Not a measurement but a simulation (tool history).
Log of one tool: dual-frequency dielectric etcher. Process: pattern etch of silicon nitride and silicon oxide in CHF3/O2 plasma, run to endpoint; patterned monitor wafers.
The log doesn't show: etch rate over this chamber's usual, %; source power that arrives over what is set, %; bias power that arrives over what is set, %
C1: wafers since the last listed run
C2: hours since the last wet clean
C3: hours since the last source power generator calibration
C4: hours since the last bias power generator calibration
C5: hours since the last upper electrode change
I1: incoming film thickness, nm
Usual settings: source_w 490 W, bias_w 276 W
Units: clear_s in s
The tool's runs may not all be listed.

{"run": 1, "day": 0.0, "source_w": 550, "bias_w": 276, "C1": 0, "C2": 133.8, "C3": 2980, "C4": 4010.7, "C5": 6583.7, "I1": 206.5, "clear_s": 126.7}
{"run": 2, "day": 0.279, "source_w": 490, "bias_w": 276, "C1": 57, "C2": 140.5, "C3": 2986.7, "C4": 4017.4, "C5": 6590.4, "I1": 206.5, "clear_s": 132.3}
{"run": 3, "day": 0.667, "source_w": 490, "bias_w": 276, "C1": 80, "C2": 149.8, "C3": 2996, "C4": 4026.7, "C5": 6599.7, "I1": 206.1, "clear_s": 131.1}
{"run": 4, "day": 1.129, "source_w": 490, "bias_w": 276, "C1": 95, "C2": 160.9, "C3": 3007.1, "C4": 4037.8, "C5": 6610.8, "I1": 206.5, "clear_s": 131.1}
{"run": 5, "day": 1.492, "source_w": 490, "bias_w": 276, "C1": 74, "C2": 169.6, "C3": 3015.8, "C4": 4046.5, "C5": 6619.5, "I1": 205.2, "clear_s": 131.3}
{"day": 3.575, "done": "upper electrode replaced"}
{"run": 6, "day": 3.621, "source_w": 490, "bias_w": 276, "C1": 233, "C2": 220.7, "C3": 3066.9, "C4": 4097.6, "C5": 1.1, "I1": 208.1, "clear_s": 131.2}
{"run": 7, "day": 5.629, "source_w": 490, "bias_w": 276, "C1": 415, "C2": 268.9, "C3": 3115.1, "C4": 4145.8, "C5": 49.3, "I1": 204.5, "clear_s": 128.6}
{"run": 8, "day": 6.004, "source_w": 490, "bias_w": 276, "C1": 77, "C2": 277.9, "C3": 3124.1, "C4": 4154.8, "C5": 58.3, "I1": 207.1, "clear_s": 129.6}
{"run": 9, "day": 6.271, "source_w": 580, "bias_w": 276, "C1": 55, "C2": 284.3, "C3": 3130.5, "C4": 4161.2, "C5": 64.7, "I1": 205.5, "clear_s": 123.6}
{"day": 6.458, "done": "bias power generator calibrated"}
{"run": 10, "day": 6.621, "source_w": 490, "bias_w": 276, "C1": 37, "C2": 292.7, "C3": 3138.9, "C4": 3.9, "C5": 73.1, "I1": 206.9, "clear_s": 129.5}
{"run": 11, "day": 7.371, "source_w": 490, "bias_w": 276, "C1": 155, "C2": 310.7, "C3": 3156.9, "C4": 21.9, "C5": 91.1, "I1": 204.6, "clear_s": 126.1}
{"run": 12, "day": 7.833, "source_w": 490, "bias_w": 276, "C1": 95, "C2": 321.8, "C3": 3168, "C4": 33, "C5": 102.2, "I1": 206.9, "clear_s": 130}
{"run": 13, "day": 8.458, "source_w": 380, "bias_w": 216, "C1": 129, "C2": 336.8, "C3": 3183, "C4": 48, "C5": 117.2, "I1": 207.1, "clear_s": 153.9}
{"run": 14, "day": 8.746, "source_w": 550, "bias_w": 246, "C1": 59, "C2": 343.7, "C3": 3189.9, "C4": 54.9, "C5": 124.1, "I1": 206.1, "clear_s": 130.4}
{"run": 15, "day": 9.488, "source_w": 580, "bias_w": 233, "C1": 153, "C2": 361.5, "C3": 3207.7, "C4": 72.7, "C5": 141.9, "I1": 209, "clear_s": 132.7}
{"run": 16, "day": 9.933, "source_w": 490, "bias_w": 210, "C1": 92, "C2": 372.2, "C3": 3218.4, "C4": 83.4, "C5": 152.6, "I1": 207.2, "clear_s": 142.2}
{"run": 17, "day": 10.233, "source_w": 600, "bias_w": 253, "C1": 62, "C2": 379.4, "C3": 3225.6, "C4": 90.6, "C5": 159.8, "I1": 205.8, "clear_s": 126.5}
{"run": 18, "day": 10.612, "source_w": 550, "bias_w": 231, "C1": 78, "C2": 388.5, "C3": 3234.7, "C4": 99.7, "C5": 168.9, "I1": 208, "clear_s": 133.3}
{"day": 12.3, "done": "source power generator calibrated"}
{"run": 19, "day": 12.408, "source_w": 410, "bias_w": 276, "C1": 336, "C2": 431.6, "C3": 2.6, "C4": 142.8, "C5": 212, "I1": 204.5, "clear_s": 132}
{"run": 20, "day": 13.058, "source_w": 550, "bias_w": 210, "C1": 134, "C2": 447.2, "C3": 18.2, "C4": 158.4, "C5": 227.6, "I1": 208.6, "clear_s": 137.2}
{"day": 14.204, "done": "wet clean of the chamber"}
{"run": 21, "day": 14.225, "source_w": 490, "bias_w": 306, "C1": 34, "C2": 0.5, "C3": 46.2, "C4": 186.4, "C5": 255.6, "I1": 206.4, "clear_s": 129}
{"run": 22, "day": 14.279, "source_w": 570, "bias_w": 298, "C1": 11, "C2": 1.8, "C3": 47.5, "C4": 187.7, "C5": 256.9, "I1": 207.3, "clear_s": 123.8}
{"run": 23, "day": 14.675, "source_w": 490, "bias_w": 320, "C1": 81, "C2": 11.3, "C3": 57, "C4": 197.2, "C5": 266.4, "I1": 207.1, "clear_s": 126.6}
{"run": 24, "day": 14.933, "source_w": 520, "bias_w": 247, "C1": 53, "C2": 17.5, "C3": 63.2, "C4": 203.4, "C5": 272.6, "I1": 206, "clear_s": 136.2}
{"run": 25, "day": 15.521, "source_w": 490, "bias_w": 276, "C1": 121, "C2": 31.6, "C3": 77.3, "C4": 217.5, "C5": 286.7, "I1": 206.3, "clear_s": 133.3}
{"run": 26, "day": 16.229, "source_w": 410, "bias_w": 253, "C1": 146, "C2": 48.6, "C3": 94.3, "C4": 234.5, "C5": 303.7, "I1": 205.4, "clear_s": 146.9}
{"run": 27, "day": 16.908, "source_w": 490, "bias_w": 276, "C1": 140, "C2": 64.9, "C3": 110.6, "C4": 250.8, "C5": 320, "I1": 205.7, "clear_s": 131.4}
{"run": 28, "day": 17.196, "source_w": 390, "bias_w": 318, "C1": 59, "C2": 71.8, "C3": 117.5, "C4": 257.7, "C5": 326.9, "I1": 205.5, "clear_s": 132.3}
{"run": 29, "day": 17.475, "source_w": 390, "bias_w": 242, "C1": 57, "C2": 78.5, "C3": 124.2, "C4": 264.4, "C5": 333.6, "I1": 207, "clear_s": 149.6}
{"run": 30, "day": 18.158, "source_w": 580, "bias_w": 243, "C1": 141, "C2": 94.9, "C3": 140.6, "C4": 280.8, "C5": 350, "I1": 207.8, "clear_s": 134.3}
{"run": 31, "day": 18.767, "source_w": 390, "bias_w": 242, "C1": 125, "C2": 109.5, "C3": 155.2, "C4": 295.4, "C5": 364.6, "I1": 206.5, "clear_s": 150.2}
{"run": 32, "day": 19.779, "source_w": 490, "bias_w": 276, "C1": 209, "C2": 133.8, "C3": 179.5, "C4": 319.7, "C5": 388.9, "I1": 207.3, "clear_s": 133.2}
{"run": 33, "day": 20.421, "source_w": 560, "bias_w": 276, "C1": 132, "C2": 149.2, "C3": 194.9, "C4": 335.1, "C5": 404.3, "I1": 207.3, "clear_s": 125.6}
{"run": 34, "day": 20.729, "source_w": 490, "bias_w": 276, "C1": 63, "C2": 156.6, "C3": 202.3, "C4": 342.5, "C5": 411.7, "I1": 205.6, "clear_s": 130}

Forecast each of these 5 alternatives for the next run:
{"run": "A", "day": 20.75, "source_w": 490, "bias_w": 276, "C1": 4, "C2": 157.1, "C3": 202.8, "C4": 343, "C5": 412.2, "I1": 205.2, "clear_s": "?"}
{"run": "B", "day": 20.75, "source_w": 410, "bias_w": 225, "C1": 4, "C2": 157.1, "C3": 202.8, "C4": 343, "C5": 412.2, "I1": 205.2, "clear_s": "?"}
{"run": "C", "day": 20.75, "source_w": 550, "bias_w": 240, "C1": 4, "C2": 157.1, "C3": 202.8, "C4": 343, "C5": 412.2, "I1": 205.2, "clear_s": "?"}
{"run": "D", "day": 20.75, "source_w": 490, "bias_w": 213, "C1": 4, "C2": 157.1, "C3": 202.8, "C4": 343, "C5": 412.2, "I1": 205.2, "clear_s": "?"}
{"run": "E", "day": 20.75, "source_w": 520, "bias_w": 325, "C1": 4, "C2": 157.1, "C3": 202.8, "C4": 343, "C5": 412.2, "I1": 205.2, "clear_s": "?"}

run=A clear_s=130.4
run=B clear_s=149.1
run=C clear_s=132.7
run=D clear_s=144
run=E clear_s=120.1
Without the tool's hidden state the same runs would have given:
run=A clear_s=132.4
run=B clear_s=151.4
run=C clear_s=134.6
run=D clear_s=146.2
run=E clear_s=121.9
